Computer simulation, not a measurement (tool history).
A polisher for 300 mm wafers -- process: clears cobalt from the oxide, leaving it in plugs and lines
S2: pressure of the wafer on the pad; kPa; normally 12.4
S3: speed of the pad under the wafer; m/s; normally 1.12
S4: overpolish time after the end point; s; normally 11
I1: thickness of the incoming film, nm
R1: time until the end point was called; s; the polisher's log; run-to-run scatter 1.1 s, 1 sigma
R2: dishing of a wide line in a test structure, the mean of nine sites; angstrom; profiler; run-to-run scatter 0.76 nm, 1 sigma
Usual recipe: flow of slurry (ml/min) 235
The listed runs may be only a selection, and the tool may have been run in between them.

{"run": 1, "day": 0.0, "flow of slurry (ml/min)": 235, "S2": 12.4, "S3": 1.12, "S4": 11, "I1": 298.9, "R1": 59.5, "R2": 347}
{"day": 0.558, "done": "worn pad replaced by a new one"}
{"day": 0.929, "done": "head pressure recalibrated"}
{"run": 2, "day": 1.25, "flow of slurry (ml/min)": 235, "S2": 9.7, "S3": 1.4, "S4": 11, "I1": 302.2, "R1": 69.0, "R2": 319}
{"run": 3, "day": 2.696, "flow of slurry (ml/min)": 235, "S2": 9.7, "S3": 1.4, "S4": 11, "I1": 302.6, "R1": 68.3, "R2": 312}
{"run": 4, "day": 3.283, "flow of slurry (ml/min)": 235, "S2": 12.4, "S3": 1.12, "S4": 11, "I1": 302.0, "R1": 65.7, "R2": 313}
{"run": 5, "day": 3.817, "flow of slurry (ml/min)": 235, "S2": 12.4, "S3": 1.12, "S4": 11, "I1": 295.3, "R1": 64.2, "R2": 315}
{"run": 6, "day": 4.938, "flow of slurry (ml/min)": 235, "S2": 12.4, "S3": 1.12, "S4": 11, "I1": 299.8, "R1": 65.5, "R2": 327}
{"run": 7, "day": 6.354, "flow of slurry (ml/min)": 235, "S2": 12.4, "S3": 1.12, "S4": 11, "I1": 301.2, "R1": 66.7, "R2": 324}
{"day": 6.6, "done": "worn pad replaced by a new one, of another model than before"}
{"run": 8, "day": 7.188, "flow of slurry (ml/min)": 235, "S2": 12.4, "S3": 1.12, "S4": 11, "I1": 299.7, "R1": 66.3, "R2": 326}
{"run": 9, "day": 8.579, "flow of slurry (ml/min)": 235, "S2": 12.4, "S3": 1.12, "S4": 11, "I1": 297.9, "R1": 65.9, "R2": 327}
{"run": 10, "day": 10.067, "flow of slurry (ml/min)": 235, "S2": 12.4, "S3": 1.0, "S4": 11, "I1": 293.1, "R1": 67.5, "R2": 307}
{"run": 11, "day": 11.175, "flow of slurry (ml/min)": 235, "S2": 12.4, "S3": 1.12, "S4": 11, "I1": 301.4, "R1": 63.7, "R2": 329}
{"run": 12, "day": 11.775, "flow of slurry (ml/min)": 235, "S2": 12.4, "S3": 1.12, "S4": 11, "I1": 303.1, "R1": 65.3, "R2": 317}
{"run": 13, "day": 12.288, "flow of slurry (ml/min)": 235, "S2": 12.4, "S3": 1.12, "S4": 11, "I1": 299.7, "R1": 62.8, "R2": 325}
{"day": 12.729, "done": "worn pad replaced by a new one"}
{"run": 14, "day": 13.696, "flow of slurry (ml/min)": 235, "S2": 12.4, "S3": 1.12, "S4": 11, "I1": 305.4, "R1": 64.5, "R2": 328}
{"day": 14.921, "done": "head pressure recalibrated"}
{"run": 15, "day": 15.15, "flow of slurry (ml/min)": 235, "S2": 15.2, "S3": 0.92, "S4": 11, "I1": 297.4, "R1": 62.3, "R2": 330}
{"run": 16, "day": 16.358, "flow of slurry (ml/min)": 235, "S2": 12.4, "S3": 1.12, "S4": 11, "I1": 300.6, "R1": 65.2, "R2": 322}
{"run": 17, "day": 17.538, "flow of slurry (ml/min)": 235, "S2": 12.4, "S3": 1.12, "S4": 14, "I1": 299.7, "R1": 65.8, "R2": 363}
{"day": 18.629, "done": "slurry nozzle cleaned"}
{"run": 18, "day": 18.667, "flow of slurry (ml/min)": 180, "S2": 12.4, "S3": 1.12, "S4": 7, "I1": 299.9, "R1": 69.7, "R2": 224}
{"day": 19.308, "done": "worn pad replaced by a new one"}
{"run": 19, "day": 19.996, "flow of slurry (ml/min)": 235, "S2": 12.4, "S3": 1.12, "S4": 7, "I1": 297.7, "R1": 65.6, "R2": 234}
{"run": 20, "day": 21.133, "flow of slurry (ml/min)": 235, "S2": 12.4, "S3": 1.12, "S4": 8, "I1": 304.2, "R1": 66.5, "R2": 261}
{"run": 21, "day": 21.983, "flow of slurry (ml/min)": 285, "S2": 12.4, "S3": 0.74, "S4": 11, "I1": 302.6, "R1": 79.3, "R2": 290}
{"run": 22, "day": 23.179, "flow of slurry (ml/min)": 235, "S2": 12.4, "S3": 1.12, "S4": 11, "I1": 300.5, "R1": 65.1, "R2": 320}
{"run": 23, "day": 24.567, "flow of slurry (ml/min)": 235, "S2": 12.4, "S3": 1.12, "S4": 11, "I1": 303.2, "R1": 65.2, "R2": 314}
{"run": 24, "day": 25.083, "flow of slurry (ml/min)": 235, "S2": 12.4, "S3": 1.12, "S4": 11, "I1": 302.6, "R1": 62.8, "R2": 336}
{"day": 25.658, "done": "worn pad replaced by a new one"}
{"run": 25, "day": 26.338, "flow of slurry (ml/min)": 210, "S2": 12.4, "S3": 1.12, "S4": 11, "I1": 300.3, "R1": 65.3, "R2": 334}
{"run": 26, "day": 27.812, "flow of slurry (ml/min)": 275, "S2": 15.2, "S3": 1.12, "S4": 13, "I1": 301.5, "R1": 54.1, "R2": 392}
{"day": 28.854, "done": "head pressure recalibrated"}
{"run": 27, "day": 28.867, "flow of slurry (ml/min)": 290, "S2": 12.4, "S3": 1.4, "S4": 8, "I1": 298.9, "R1": 55.3, "R2": 288}
{"run": 28, "day": 29.567, "flow of slurry (ml/min)": 260, "S2": 12.4, "S3": 0.74, "S4": 11, "I1": 300.9, "R1": 79.4, "R2": 279}
{"run": 29, "day": 31.008, "flow of slurry (ml/min)": 235, "S2": 15.9, "S3": 0.9, "S4": 5, "I1": 299.4, "R1": 62.8, "R2": 189}

Same runs, no hidden state in the tool, same run-to-run variation:
Hidden conditions of the tool in this case: removal rate lost through wear of the pad, %; slurry flow missing at the pad, %; deviation of the head's pressure from its setpoint, %.
run=1 R1=67.3 R2=322
run=2 R1=68.1 R2=321
run=3 R1=67.5 R2=315
run=4 R1=65.0 R2=315
run=5 R1=63.7 R2=317
run=6 R1=65.3 R2=327
run=7 R1=66.9 R2=323
run=8 R1=66.7 R2=325
run=9 R1=66.8 R2=325
run=10 R1=68.9 R2=303
run=11 R1=65.6 R2=324
run=12 R1=67.5 R2=310
run=13 R1=65.3 R2=318
run=14 R1=67.7 R2=319
run=15 R1=62.4 R2=329
run=16 R1=65.4 R2=322
run=17 R1=66.1 R2=362
run=18 R1=70.2 R2=223
run=19 R1=66.4 R2=232
run=20 R1=67.6 R2=258
run=21 R1=80.9 R2=286
run=22 R1=66.9 R2=315
run=23 R1=67.6 R2=307
run=24 R1=65.3 R2=328
run=25 R1=68.5 R2=324
run=26 R1=57.5 R2=380
run=27 R1=55.9 R2=286
run=28 R1=80.4 R2=277
run=29 R1=63.6 R2=187

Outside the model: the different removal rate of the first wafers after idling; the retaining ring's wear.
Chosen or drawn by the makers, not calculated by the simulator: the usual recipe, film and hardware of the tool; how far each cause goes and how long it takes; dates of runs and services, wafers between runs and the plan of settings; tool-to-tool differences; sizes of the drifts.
